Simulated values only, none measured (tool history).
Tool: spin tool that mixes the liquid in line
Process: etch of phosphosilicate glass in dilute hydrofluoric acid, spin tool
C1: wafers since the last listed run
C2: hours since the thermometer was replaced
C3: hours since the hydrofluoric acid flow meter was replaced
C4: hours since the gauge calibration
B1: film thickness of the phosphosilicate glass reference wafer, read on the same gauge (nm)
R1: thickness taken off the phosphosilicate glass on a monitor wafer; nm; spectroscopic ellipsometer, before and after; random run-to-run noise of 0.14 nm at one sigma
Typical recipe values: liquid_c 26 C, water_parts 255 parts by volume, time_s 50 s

{"run": 1, "day": 0.0, "liquid_c": 26, "water_parts": 255, "time_s": 50, "C1": 0, "C2": 1042.2, "C3": 322.8, "C4": 442.2, "B1": 100, "R1": 30.24}
{"run": 2, "day": 0.496, "liquid_c": 26, "water_parts": 255, "time_s": 50, "C1": 84, "C2": 1054.1, "C3": 334.7, "C4": 454.1, "B1": 99.97, "R1": 30.51}
{"run": 3, "day": 0.767, "liquid_c": 26, "water_parts": 220, "time_s": 60, "C1": 46, "C2": 1060.6, "C3": 341.2, "C4": 460.6, "B1": 99.99, "R1": 44.04}
{"run": 4, "day": 1.038, "liquid_c": 26, "water_parts": 220, "time_s": 60, "C1": 46, "C2": 1067.1, "C3": 347.7, "C4": 467.1, "B1": 99.98, "R1": 43.63}
{"run": 5, "day": 1.342, "liquid_c": 26, "water_parts": 220, "time_s": 60, "C1": 52, "C2": 1074.4, "C3": 355, "C4": 474.4, "B1": 100.01, "R1": 43.52}
{"run": 6, "day": 1.721, "liquid_c": 27.5, "water_parts": 255, "time_s": 50, "C1": 64, "C2": 1083.5, "C3": 364.1, "C4": 483.5, "B1": 100.01, "R1": 31.81}
{"run": 7, "day": 2.042, "liquid_c": 27.5, "water_parts": 255, "time_s": 50, "C1": 54, "C2": 1091.2, "C3": 371.8, "C4": 491.2, "B1": 100, "R1": 31.79}
{"day": 2.729, "done": "thermometer replaced"}
{"run": 8, "day": 2.746, "liquid_c": 26, "water_parts": 255, "time_s": 50, "C1": 113, "C2": 0.4, "C3": 388.7, "C4": 508.1, "B1": 100.01, "R1": 32.78}
{"run": 9, "day": 3.358, "liquid_c": 26, "water_parts": 255, "time_s": 50, "C1": 104, "C2": 15.1, "C3": 403.4, "C4": 522.8, "B1": 99.99, "R1": 32.87}
{"run": 10, "day": 4.262, "liquid_c": 26, "water_parts": 255, "time_s": 50, "C1": 154, "C2": 36.8, "C3": 425.1, "C4": 544.5, "B1": 100.04, "R1": 32.75}
{"run": 11, "day": 4.796, "liquid_c": 26, "water_parts": 255, "time_s": 50, "C1": 91, "C2": 49.6, "C3": 437.9, "C4": 557.3, "B1": 99.99, "R1": 32.98}
{"run": 12, "day": 5.492, "liquid_c": 26, "water_parts": 255, "time_s": 50, "C1": 119, "C2": 66.3, "C3": 454.6, "C4": 574, "B1": 100.02, "R1": 32.85}
{"run": 13, "day": 6.021, "liquid_c": 26, "water_parts": 255, "time_s": 50, "C1": 90, "C2": 79, "C3": 467.3, "C4": 586.7, "B1": 99.98, "R1": 32.73}
{"day": 6.367, "done": "gauge calibrated"}
{"run": 14, "day": 6.433, "liquid_c": 23.5, "water_parts": 255, "time_s": 50, "C1": 70, "C2": 88.9, "C3": 477.2, "C4": 1.6, "B1": 99.99, "R1": 30.01}
{"run": 15, "day": 6.979, "liquid_c": 26, "water_parts": 255, "time_s": 25, "C1": 93, "C2": 102, "C3": 490.3, "C4": 14.7, "B1": 100, "R1": 16.42}
{"run": 16, "day": 7.388, "liquid_c": 26, "water_parts": 255, "time_s": 50, "C1": 69, "C2": 111.8, "C3": 500.1, "C4": 24.5, "B1": 100.02, "R1": 32.55}
{"run": 17, "day": 7.946, "liquid_c": 26, "water_parts": 255, "time_s": 50, "C1": 95, "C2": 125.2, "C3": 513.5, "C4": 37.9, "B1": 100, "R1": 32.86}
{"run": 18, "day": 8.321, "liquid_c": 26, "water_parts": 300, "time_s": 50, "C1": 64, "C2": 134.2, "C3": 522.5, "C4": 46.9, "B1": 100.03, "R1": 26.69}
{"run": 19, "day": 8.683, "liquid_c": 23, "water_parts": 380, "time_s": 60, "C1": 62, "C2": 142.9, "C3": 531.2, "C4": 55.6, "B1": 100.03, "R1": 21.11}
{"run": 20, "day": 9.121, "liquid_c": 26, "water_parts": 255, "time_s": 50, "C1": 74, "C2": 153.4, "C3": 541.7, "C4": 66.1, "B1": 100, "R1": 32.66}
{"run": 21, "day": 9.488, "liquid_c": 26, "water_parts": 255, "time_s": 50, "C1": 62, "C2": 162.2, "C3": 550.5, "C4": 74.9, "B1": 100.02, "R1": 32.63}
{"day": 9.604, "done": "hydrofluoric acid flow meter replaced"}
{"run": 22, "day": 10.221, "liquid_c": 26, "water_parts": 255, "time_s": 60, "C1": 118, "C2": 179.8, "C3": 14.8, "C4": 92.5, "B1": 100.01, "R1": 39.23}
{"run": 23, "day": 10.588, "liquid_c": 26, "water_parts": 215, "time_s": 65, "C1": 62, "C2": 188.6, "C3": 23.6, "C4": 101.3, "B1": 100.01, "R1": 52.32}
{"run": 24, "day": 10.921, "liquid_c": 26, "water_parts": 370, "time_s": 60, "C1": 57, "C2": 196.6, "C3": 31.6, "C4": 109.3, "B1": 99.97, "R1": 24.01}
{"run": 25, "day": 11.221, "liquid_c": 28.5, "water_parts": 255, "time_s": 65, "C1": 51, "C2": 203.8, "C3": 38.8, "C4": 116.5, "B1": 100.03, "R1": 45.96}
{"run": 26, "day": 11.571, "liquid_c": 26, "water_parts": 255, "time_s": 50, "C1": 59, "C2": 212.2, "C3": 47.2, "C4": 124.9, "B1": 99.99, "R1": 32.54}
{"run": 27, "day": 12.225, "liquid_c": 26, "water_parts": 255, "time_s": 50, "C1": 111, "C2": 227.9, "C3": 62.9, "C4": 140.6, "B1": 100, "R1": 32.65}
{"run": 28, "day": 12.958, "liquid_c": 23.5, "water_parts": 315, "time_s": 30, "C1": 125, "C2": 245.5, "C3": 80.5, "C4": 158.2, "B1": 100.04, "R1": 13.51}
{"run": 29, "day": 13.462, "liquid_c": 27.5, "water_parts": 255, "time_s": 50, "C1": 86, "C2": 257.6, "C3": 92.6, "C4": 170.3, "B1": 100.04, "R1": 34.02}
{"run": 30, "day": 14.088, "liquid_c": 26, "water_parts": 385, "time_s": 60, "C1": 106, "C2": 272.6, "C3": 107.6, "C4": 185.3, "B1": 100, "R1": 22.6}
{"run": 31, "day": 14.454, "liquid_c": 24.5, "water_parts": 255, "time_s": 50, "C1": 62, "C2": 281.4, "C3": 116.4, "C4": 194.1, "B1": 100.01, "R1": 30.54}
{"run": 32, "day": 15.125, "liquid_c": 30.5, "water_parts": 345, "time_s": 20, "C1": 114, "C2": 297.5, "C3": 132.5, "C4": 210.2, "B1": 100.01, "R1": 10.02}
{"run": 33, "day": 15.462, "liquid_c": 26, "water_parts": 340, "time_s": 60, "C1": 57, "C2": 305.6, "C3": 140.6, "C4": 218.3, "B1": 100, "R1": 26.57}
{"run": 34, "day": 15.758, "liquid_c": 23, "water_parts": 135, "time_s": 60, "C1": 50, "C2": 312.7, "C3": 147.7, "C4": 225.4, "B1": 99.98, "R1": 74.1}

Alternative continuations, all from the tool just after run 34; predict every row:
{"run": "A", "day": 15.775, "liquid_c": 26, "water_parts": 170, "time_s": 50, "C1": 2, "C2": 313.1, "C3": 148.1, "C4": 225.8, "B1": "?", "R1": "?"}
{"run": "B", "day": 15.775, "liquid_c": 26, "water_parts": 215, "time_s": 50, "C1": 2, "C2": 313.1, "C3": 148.1, "C4": 225.8, "B1": "?", "R1": "?"}
{"run": "C", "day": 15.775, "liquid_c": 21.5, "water_parts": 145, "time_s": 50, "C1": 2, "C2": 313.1, "C3": 148.1, "C4": 225.8, "B1": "?", "R1": "?"}

run=A B1=99.99 R1=52.74
run=B B1=99.99 R1=39.67
run=C B1=99.99 R1=53.43
Had the tool no hidden state, the same runs would have come out as:
run=A R1=54.83
run=B R1=41.2
run=C R1=55.7
